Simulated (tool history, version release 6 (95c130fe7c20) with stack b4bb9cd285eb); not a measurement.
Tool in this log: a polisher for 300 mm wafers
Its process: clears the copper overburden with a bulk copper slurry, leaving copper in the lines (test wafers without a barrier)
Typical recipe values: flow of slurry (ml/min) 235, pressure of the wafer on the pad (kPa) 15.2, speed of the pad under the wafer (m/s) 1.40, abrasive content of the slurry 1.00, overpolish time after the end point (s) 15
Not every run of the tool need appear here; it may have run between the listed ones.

run,hour,flow of slurry (ml/min),pressure of the wafer on the pad (kPa),speed of the pad under the wafer (m/s),abrasive content of the slurry,overpolish time after the end point (s),"incoming thickness of the incoming film, nm",time until the end point was called (s)
1,0.0,235,15.2,1.40,1.00,15,723.8,83.0
2,10.3,235,15.2,1.40,1.00,15,722.6,78.1
# hour 20.1: worn pad replaced by a new one
3,24.1,235,15.2,1.10,1.00,15,720.1,101.3
4,32.6,235,15.2,1.10,1.00,15,701.0,96.9
5,38.9,235,15.2,1.10,1.00,15,708.7,98.8
6,52.4,235,15.2,1.40,1.00,15,709.3,79.9
7,68.9,235,15.2,1.40,1.00,15,722.2,82.2
8,79.5,235,15.2,1.40,1.00,15,713.9,79.7
9,94.9,235,15.2,1.40,1.00,11,706.8,78.9
10,107.6,235,15.2,1.40,1.00,15,711.2,81.6
# hour 119.9: head pressure recalibrated
# hour 126.2: worn pad replaced by a new one
11,152.0,235,15.2,1.40,1.00,15,712.9,76.8
12,158.6,235,15.2,1.40,1.00,15,705.6,77.4
13,170.8,235,15.2,1.40,1.00,15,714.5,79.9
14,187.4,285,12.4,1.40,1.20,15,711.3,91.8
15,202.8,200,11.0,1.40,1.20,23,707.4,106.4
16,219.0,235,15.2,1.40,0.90,15,723.6,82.3
17,227.8,235,15.2,1.40,1.00,15,715.5,78.7
18,242.5,255,15.2,1.28,1.00,15,718.1,89.4
# hour 254.0: worn pad replaced by a new one
# hour 257.1: slurry blender recalibrated
19,257.6,235,19.3,1.40,1.00,15,718.3,61.6
20,269.0,165,15.2,1.40,0.75,15,720.5,85.1
# hour 273.3: slurry nozzle cleaned
21,284.1,235,15.2,1.40,1.00,15,726.2,82.6
22,298.6,235,15.2,1.40,1.00,19,717.8,79.5
23,337.9,235,15.2,1.40,1.00,15,721.1,82.4
24,347.9,175,15.2,1.74,1.00,15,721.6,66.4

Below are 3 alternative next runs, each starting from the tool's condition after run 24. Predict each:
A,348.3,235,15.2,1.40,1.00,15,709.4,?
B,348.3,235,15.2,1.74,1.00,15,709.4,?
C,348.3,285,16.5,1.40,1.00,19,709.4,?

run,time until the end point was called (s)
A,78.9
B,64.0
C,71.4
Take away the tool's hidden state, keep each run's random variation, and the runs would have read:
run,time until the end point was called (s)
A,78.9
B,64.0
C,71.4

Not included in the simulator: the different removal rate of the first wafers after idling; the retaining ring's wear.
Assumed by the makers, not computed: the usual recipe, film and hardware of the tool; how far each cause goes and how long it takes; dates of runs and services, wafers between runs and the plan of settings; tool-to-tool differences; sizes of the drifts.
